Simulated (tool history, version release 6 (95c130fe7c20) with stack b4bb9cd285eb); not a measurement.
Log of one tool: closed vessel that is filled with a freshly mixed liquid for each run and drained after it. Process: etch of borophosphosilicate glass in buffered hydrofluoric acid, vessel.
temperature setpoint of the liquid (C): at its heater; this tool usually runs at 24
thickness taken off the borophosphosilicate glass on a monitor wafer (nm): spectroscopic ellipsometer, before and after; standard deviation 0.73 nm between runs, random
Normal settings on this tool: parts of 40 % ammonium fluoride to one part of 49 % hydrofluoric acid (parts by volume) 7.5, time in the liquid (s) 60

run	day	temperature setpoint of the liquid (C)	parts of 40 % ammonium fluoride to one part of 49 % hydrofluoric acid (parts by volume)	time in the liquid (s)	read-back film thickness of the borophosphosilicate glass reference wafer, read on the same gauge (nm)	thickness taken off the borophosphosilicate glass on a monitor wafer (nm)
1	0	24	7.5	60	69.96	109.8
2	2.267	24	7.5	60	69.96	107.78
3	3.283	24	7.5	60	69.97	109.72
4	3.8	24	7.5	60	70.01	109.4
5	4.608	24	7.5	60	69.99	108.86
6	5.496	24	7.5	60	69.95	111.01
7	6.942	24	7.5	60	70.02	108.48
8	7.933	24	7.5	60	69.97	108.93
9	9.95	28.5	7.5	70	69.97	161.52
10	11.167	28.5	7.5	70	70	162.1
# day 11.192: gauge calibrated
11	11.792	24	7.5	60	70.03	109.91
12	12.679	27	10	45	70.03	73.87
13	13.283	20	8.5	60	70.03	77.08
# day 13.838: thermometer replaced
14	15.979	24	7.5	60	69.98	109.62
15	16.633	24	9	40	70.01	59.74
16	17.483	24	5	45	70.02	118.3
17	18.804	20.5	6.5	50	70.01	87.01
18	20.104	24	7.5	60	69.95	109.96
19	21.158	24	5	60	69.98	158
# day 21.638: hydrofluoric acid flow meter replaced
20	21.825	27	10	60	69.98	97.19
21	22.775	24	7.5	60	69.98	109.6
22	24.204	21.5	6	70	69.96	137.44
23	25.333	24	7.5	60	69.98	110.22
24	25.996	24	7.5	95	70.03	174.01
25	26.733	24	7.5	85	70.02	156.3
26	27.546	24	5.5	90	70	215.18
27	28.704	28.5	9.5	45	69.98	82.25
28	30.171	24	7.5	60	69.97	108.41
29	31.267	24	7.5	60	69.98	108.73
30	32.525	28	6	80	70.03	221.38
31	34	26	6.5	85	70	198.29
32	34.746	21.5	5	35	70	80.69

For each run, what was the tool's unlogged condition?
liquid colder than its thermometer reads (K): 0 at every run
hydrofluoric acid flow above the setpoint (%): 0 at every run
gauge reads high (%): 0 at every run
